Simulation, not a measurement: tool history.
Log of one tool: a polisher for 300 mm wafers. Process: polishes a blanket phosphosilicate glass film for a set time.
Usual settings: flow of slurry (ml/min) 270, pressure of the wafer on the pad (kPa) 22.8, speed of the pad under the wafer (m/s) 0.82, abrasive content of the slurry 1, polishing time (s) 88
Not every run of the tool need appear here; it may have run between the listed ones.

run    hour  flow of slurry (ml/min)  pressure of the wafer on the pad (kPa)  speed of the pad under the wafer (m/s)  abrasive content of the slurry  polishing time (s)  incoming thickness of the incoming film, nm  film removed (nm)
  1       0                      270                                    22.8                                    0.82                               1                  88                                       2942.9              540.7
       11.2  -- slurry blender recalibrated
  2    56.5                      270                                    22.8                                    0.82                               1                  98                                       2906.3                634
  3     125                      270                                    22.8                                    0.82                               1                  98                                       2968.8              622.3
  4   180.6                      270                                    22.8                                    0.82                               1                  98                                       2888.9              620.3
      230.4  -- worn pad replaced by a new one
      238.4  -- head pressure recalibrated
  5   245.4                      270                                    22.8                                    0.82                               1                  88                                       2898.2              546.8
  6   297.3                      270                                    22.8                                    0.82                               1                  88                                       2934.8              542.1
      304.6  -- slurry blender recalibrated
      326.9  -- conditioning disc replaced and pad reconditioned
  7   333.5                      270                                    22.8                                    0.82                               1                  88                                       2925.3              575.3
      351.9  -- slurry nozzle cleaned
  8   393.8                      270                                    22.8                                    0.82                               1                  88                                       2915.3              560.7
  9   463.8                      270                                    22.8                                    0.82                               1                  88                                       2931.5              554.4
      499.1  -- worn pad replaced by a new one
 10   527.4                      270                                    22.8                                    0.82                               1                  88                                       2955.2              550.1
      585.7  -- slurry blender recalibrated
 11   586.2                      270                                    22.8                                    0.82                               1                  88                                       2950.8              568.1
      632.2  -- head pressure recalibrated
      656.5  -- conditioning disc replaced and pad reconditioned
 12   657.2                      270                                    22.8                                    0.82                               1                  88                                       2944.6              565.3
      665.8  -- slurry nozzle cleaned
        721  -- worn pad replaced by a new one
 13   726.2                      270                                    17.9                                    0.82                               1                  88                                         2926              458.3
 14   766.4                      185                                    22.8                                    0.64                            1.15                 115                                         2944              596.5
 15   802.8                      270                                    22.8                                    0.82                               1                  88                                       2934.7              546.7
      817.2  -- slurry blender recalibrated
 16   853.7                      270                                    22.8                                    0.82                               1                 115                                       2989.3              751.8
 17   896.5                      270                                    22.8                                    0.82                            1.15                 115                                         2930              770.5
 18   922.7                      270                                    22.8                                    0.92                               1                  88                                       2964.3              611.7
      975.1  -- conditioning disc replaced and pad reconditioned
 19     981                      220                                    22.8                                    0.82                               1                  88                                       2948.2              548.2
        992  -- worn pad replaced by a new one
     1000.9  -- slurry nozzle cleaned
 20  1049.4                      270                                    22.8                                    0.82                               1                  98                                       2924.5                615
     1067.7  -- head pressure recalibrated
     1088.3  -- slurry blender recalibrated
 21  1088.8                      270                                    22.8                                    0.82                               1                  88                                       2964.7              578.6
     1283.8  -- worn pad replaced by a new one
 22  1284.3                      270                                    25.5                                     1.1                             1.2                  88                                       2916.2              814.1

Forecast each of these 4 alternatives for the next run:
  A  1284.8                      270                                    22.8                                    0.68                               1                  88                                       2967.5                  ?
  B  1284.8                      240                                    22.8                                    0.82                               1                  98                                       2967.5                  ?
  C  1284.8                      195                                    22.8                                    0.82                            0.85                  88                                       2967.5                  ?
  D  1284.8                      270                                    22.8                                    0.82                               1                  76                                       2967.5                  ?

run  film removed (nm)
  A              474.3
  B              607.1
  C              506.9
  D              475.8
Without the tool's unlogged condition, the same runs would have read:
run  film removed (nm)
  A              493.5
  B              631.6
  C              528.6
  D                495

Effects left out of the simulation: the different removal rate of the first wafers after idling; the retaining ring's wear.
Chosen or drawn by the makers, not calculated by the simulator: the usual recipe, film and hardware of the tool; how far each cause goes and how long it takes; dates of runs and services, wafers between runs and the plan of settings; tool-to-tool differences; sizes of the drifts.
